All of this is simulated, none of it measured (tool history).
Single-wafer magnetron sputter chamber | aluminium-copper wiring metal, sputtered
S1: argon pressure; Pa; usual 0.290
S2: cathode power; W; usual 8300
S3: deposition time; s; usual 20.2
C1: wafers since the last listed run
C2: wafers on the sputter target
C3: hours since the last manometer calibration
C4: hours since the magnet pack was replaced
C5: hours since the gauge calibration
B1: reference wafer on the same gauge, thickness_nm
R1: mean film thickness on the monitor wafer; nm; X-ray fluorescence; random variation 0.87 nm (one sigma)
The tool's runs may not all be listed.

Run 1, hour 0.0: usual settings; C1 0; C2 1373; C3 2076.9; C4 8556.5; C5 178.7; B1 363.869. Result: R1 343.509 nm.
Run 2, hour 71.8: usual settings; C1 2114; C2 3487; C3 2148.7; C4 8628.3; C5 250.5; B1 364.042. Result: R1 342.428 nm.
Run 3, hour 103.1: usual settings; C1 921; C2 4409; C3 2180.0; C4 8659.6; C5 281.8; B1 363.866. Result: R1 339.673 nm.
Run 4, hour 136.5: usual settings but S1 0.338 Pa, S2 7000 W; C1 983; C2 5393; C3 2213.4; C4 8693.0; C5 315.2; B1 364.305. Result: R1 277.464 nm.
At hour 170.8: sputter target and shields replaced.
Run 5, hour 171.2: usual settings; C1 786; C2 10; C3 2248.1; C4 8727.7; C5 349.9; B1 363.875. Result: R1 342.332 nm.
Run 6, hour 212.4: usual settings; C1 1213; C2 1223; C3 2289.3; C4 8768.9; C5 391.1; B1 363.978. Result: R1 343.667 nm.
Run 7, hour 280.7: usual settings; C1 2011; C2 3235; C3 2357.6; C4 8837.2; C5 459.4; B1 363.883. Result: R1 340.926 nm.
Run 8, hour 321.7: usual settings; C1 1207; C2 4442; C3 2398.6; C4 8878.2; C5 500.4; B1 364.329. Result: R1 339.044 nm.
At hour 374.4: sputter target and shields replaced.
Run 9, hour 390.6: usual settings; C1 1793; C2 478; C3 2467.5; C4 8947.1; C5 569.3; B1 363.521. Result: R1 342.781 nm.
Run 10, hour 440.4: usual settings but S2 8950 W, S3 18.2 s; C1 1466; C2 1944; C3 2517.3; C4 8996.9; C5 619.1; B1 364.139. Result: R1 332.386 nm.
Run 11, hour 500.7: usual settings but S1 0.380 Pa, S2 6350 W, S3 23.5 s; C1 1775; C2 3720; C3 2577.6; C4 9057.2; C5 679.4; B1 363.816. Result: R1 287.800 nm.
Run 12, hour 564.4: usual settings; C1 1875; C2 5596; C3 2641.3; C4 9120.9; C5 743.1; B1 364.016. Result: R1 337.104 nm.
Run 13, hour 601.6: usual settings but S1 0.367 Pa, S2 9000 W, S3 17.1 s; C1 1095; C2 6692; C3 2678.5; C4 9158.1; C5 780.3; B1 364.073. Result: R1 293.704 nm.
At hour 623.4: sputter target and shields replaced.
Run 14, hour 654.3: usual settings but S1 0.321 Pa, S2 9850 W; C1 1316; C2 909; C3 2731.2; C4 9210.8; C5 833.0; B1 364.115. Result: R1 398.053 nm.

Run 15 comes next. What will it give?
Run 15, hour 687.7: usual settings but S1 0.331 Pa, S3 18.7 s; C1 983; C2 1893; C3 2764.6; C4 9244.2; C5 866.4; B1 ?. Result: R1 ?.

B1: 364.249
R1: 309.953 nm
Without the tool's hidden state the same run would have given R1 301.478 nm.

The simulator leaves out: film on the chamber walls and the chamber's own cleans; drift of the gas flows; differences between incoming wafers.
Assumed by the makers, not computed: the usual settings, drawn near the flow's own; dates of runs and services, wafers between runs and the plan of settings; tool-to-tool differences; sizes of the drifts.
